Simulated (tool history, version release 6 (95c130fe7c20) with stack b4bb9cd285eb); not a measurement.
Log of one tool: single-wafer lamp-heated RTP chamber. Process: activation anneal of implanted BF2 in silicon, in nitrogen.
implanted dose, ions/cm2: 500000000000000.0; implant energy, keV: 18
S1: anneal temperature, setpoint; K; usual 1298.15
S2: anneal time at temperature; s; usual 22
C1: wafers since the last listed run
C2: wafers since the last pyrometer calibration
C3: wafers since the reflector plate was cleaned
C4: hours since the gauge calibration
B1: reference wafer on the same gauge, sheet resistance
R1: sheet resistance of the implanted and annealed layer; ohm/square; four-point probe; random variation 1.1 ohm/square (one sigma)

{"run": 1, "hour": 0.0, "S1": 1319.15, "S2": 13, "C1": 0, "C2": 6114, "C3": 6168, "C4": 748.9, "B1": 315.81, "R1": 263.88}
{"hour": 20.8, "done": "pyrometer window cleaned and pyrometer calibrated"}
{"run": 2, "hour": 38.2, "S1": 1298.15, "S2": 22, "C1": 300, "C2": 172, "C3": 6468, "C4": 787.1, "B1": 316.85, "R1": 269.48}
{"run": 3, "hour": 62.8, "S1": 1298.15, "S2": 22, "C1": 244, "C2": 417, "C3": 6713, "C4": 811.7, "B1": 315.92, "R1": 267.36}
{"run": 4, "hour": 96.5, "S1": 1298.15, "S2": 19, "C1": 335, "C2": 753, "C3": 7049, "C4": 845.4, "B1": 315.8, "R1": 270.22}
{"run": 5, "hour": 152.8, "S1": 1277.15, "S2": 22, "C1": 560, "C2": 1313, "C3": 7609, "C4": 901.7, "B1": 316.11, "R1": 279.75}
{"hour": 164.4, "done": "gauge calibrated"}
{"run": 6, "hour": 212.8, "S1": 1298.15, "S2": 22, "C1": 597, "C2": 1910, "C3": 8206, "C4": 48.4, "B1": 315.99, "R1": 270.19}
{"run": 7, "hour": 264.2, "S1": 1298.15, "S2": 22, "C1": 511, "C2": 2422, "C3": 8718, "C4": 99.8, "B1": 315.82, "R1": 265.84}
{"run": 8, "hour": 332.2, "S1": 1298.15, "S2": 22, "C1": 676, "C2": 3099, "C3": 9395, "C4": 167.8, "B1": 315.69, "R1": 268.57}
{"run": 9, "hour": 389.7, "S1": 1298.15, "S2": 22, "C1": 572, "C2": 3671, "C3": 9967, "C4": 225.3, "B1": 316.01, "R1": 265.48}
{"hour": 412.8, "done": "reflector plate cleaned"}
{"run": 10, "hour": 539.0, "S1": 1287.15, "S2": 12, "C1": 1406, "C2": 5078, "C3": 1256, "C4": 374.6, "B1": 316.43, "R1": 279.17}
{"run": 11, "hour": 573.8, "S1": 1298.15, "S2": 22, "C1": 346, "C2": 5424, "C3": 1602, "C4": 409.4, "B1": 316.07, "R1": 266.28}
{"hour": 619.1, "done": "pyrometer window cleaned and pyrometer calibrated"}
{"run": 12, "hour": 621.9, "S1": 1298.15, "S2": 22, "C1": 399, "C2": 27, "C3": 2001, "C4": 457.5, "B1": 316.49, "R1": 263.63}
{"run": 13, "hour": 651.1, "S1": 1298.15, "S2": 22, "C1": 290, "C2": 318, "C3": 2292, "C4": 486.7, "B1": 315.97, "R1": 263.97}
{"run": 14, "hour": 690.9, "S1": 1298.15, "S2": 22, "C1": 396, "C2": 714, "C3": 2688, "C4": 526.5, "B1": 316.59, "R1": 265.85}
{"run": 15, "hour": 742.6, "S1": 1320.15, "S2": 22, "C1": 514, "C2": 1229, "C3": 3203, "C4": 578.2, "B1": 315.11, "R1": 254.51}
{"run": 16, "hour": 837.4, "S1": 1280.15, "S2": 22, "C1": 943, "C2": 2172, "C3": 4147, "C4": 673, "B1": 315.76, "R1": 271.72}
{"run": 17, "hour": 863.3, "S1": 1281.15, "S2": 12, "C1": 257, "C2": 2430, "C3": 4404, "C4": 698.9, "B1": 315.73, "R1": 277.97}
{"run": 18, "hour": 920.0, "S1": 1282.15, "S2": 22, "C1": 564, "C2": 2995, "C3": 4969, "C4": 755.6, "B1": 316.37, "R1": 271.53}
{"hour": 955.3, "done": "pyrometer window cleaned and pyrometer calibrated, repeated, since the last time left the tool worse"}
{"run": 19, "hour": 961.7, "S1": 1314.15, "S2": 30, "C1": 335, "C2": 63, "C3": 5304, "C4": 797.3, "B1": 315.27, "R1": 256.75}
{"run": 20, "hour": 989.4, "S1": 1269.15, "S2": 14, "C1": 275, "C2": 338, "C3": 5580, "C4": 825, "B1": 315.96, "R1": 291.35}
{"hour": 1003.1, "done": "gauge calibrated"}
{"run": 21, "hour": 1060.4, "S1": 1298.15, "S2": 22, "C1": 706, "C2": 1045, "C3": 6287, "C4": 57.3, "B1": 315.86, "R1": 267.9}
{"run": 22, "hour": 1119.6, "S1": 1298.15, "S2": 11, "C1": 589, "C2": 1635, "C3": 6876, "C4": 116.5, "B1": 315.71, "R1": 273.74}
{"run": 23, "hour": 1153.4, "S1": 1314.15, "S2": 18, "C1": 336, "C2": 1971, "C3": 7213, "C4": 150.3, "B1": 316.37, "R1": 262.57}
{"hour": 1308.4, "done": "reflector plate cleaned"}
{"run": 24, "hour": 1341.3, "S1": 1317.15, "S2": 9, "C1": 1790, "C2": 3762, "C3": 327, "C4": 338.2, "B1": 315.94, "R1": 267.29}
{"run": 25, "hour": 1384.2, "S1": 1289.15, "S2": 22, "C1": 427, "C2": 4189, "C3": 754, "C4": 381.1, "B1": 316.16, "R1": 273.46}
{"run": 26, "hour": 1434.1, "S1": 1298.15, "S2": 22, "C1": 496, "C2": 4686, "C3": 1251, "C4": 431, "B1": 315.83, "R1": 266.71}
{"run": 27, "hour": 1476.8, "S1": 1298.15, "S2": 22, "C1": 425, "C2": 5111, "C3": 1676, "C4": 473.7, "B1": 315.6, "R1": 268.45}
{"run": 28, "hour": 1516.1, "S1": 1298.15, "S2": 22, "C1": 391, "C2": 5502, "C3": 2067, "C4": 513, "B1": 316.36, "R1": 267.29}
{"hour": 1546.2, "done": "pyrometer window cleaned and pyrometer calibrated"}
{"run": 29, "hour": 1578.9, "S1": 1298.15, "S2": 22, "C1": 545, "C2": 325, "C3": 2613, "C4": 575.8, "B1": 316.01, "R1": 270.83}
{"run": 30, "hour": 1608.8, "S1": 1272.15, "S2": 12, "C1": 297, "C2": 623, "C3": 2910, "C4": 605.7, "B1": 315.99, "R1": 290.82}
{"run": 31, "hour": 1641.6, "S1": 1270.15, "S2": 22, "C1": 326, "C2": 949, "C3": 3237, "C4": 638.5, "B1": 316.09, "R1": 282}

Forecast each of these 5 alternatives for the next run:
{"run": "A", "hour": 1642.0, "S1": 1298.15, "S2": 22, "C1": 3, "C2": 953, "C3": 3241, "C4": 638.9, "B1": "?", "R1": "?"}
{"run": "B", "hour": 1642.0, "S1": 1321.15, "S2": 27, "C1": 3, "C2": 953, "C3": 3241, "C4": 638.9, "B1": "?", "R1": "?"}
{"run": "C", "hour": 1642.0, "S1": 1270.15, "S2": 15, "C1": 3, "C2": 953, "C3": 3241, "C4": 638.9, "B1": "?", "R1": "?"}
{"run": "D", "hour": 1642.0, "S1": 1270.15, "S2": 28, "C1": 3, "C2": 953, "C3": 3241, "C4": 638.9, "B1": "?", "R1": "?"}
{"run": "E", "hour": 1642.0, "S1": 1289.15, "S2": 34, "C1": 3, "C2": 953, "C3": 3241, "C4": 638.9, "B1": "?", "R1": "?"}

run=A B1=316.1 R1=269.05
run=B B1=316.1 R1=256.43
run=C B1=316.1 R1=288.48
run=D B1=316.1 R1=280.34
run=E B1=316.1 R1=267.52
Without the tool's hidden state the same runs would have given:
run=A R1=269.75
run=B R1=256.9
run=C R1=289.51
run=D R1=281.25
run=E R1=268.24
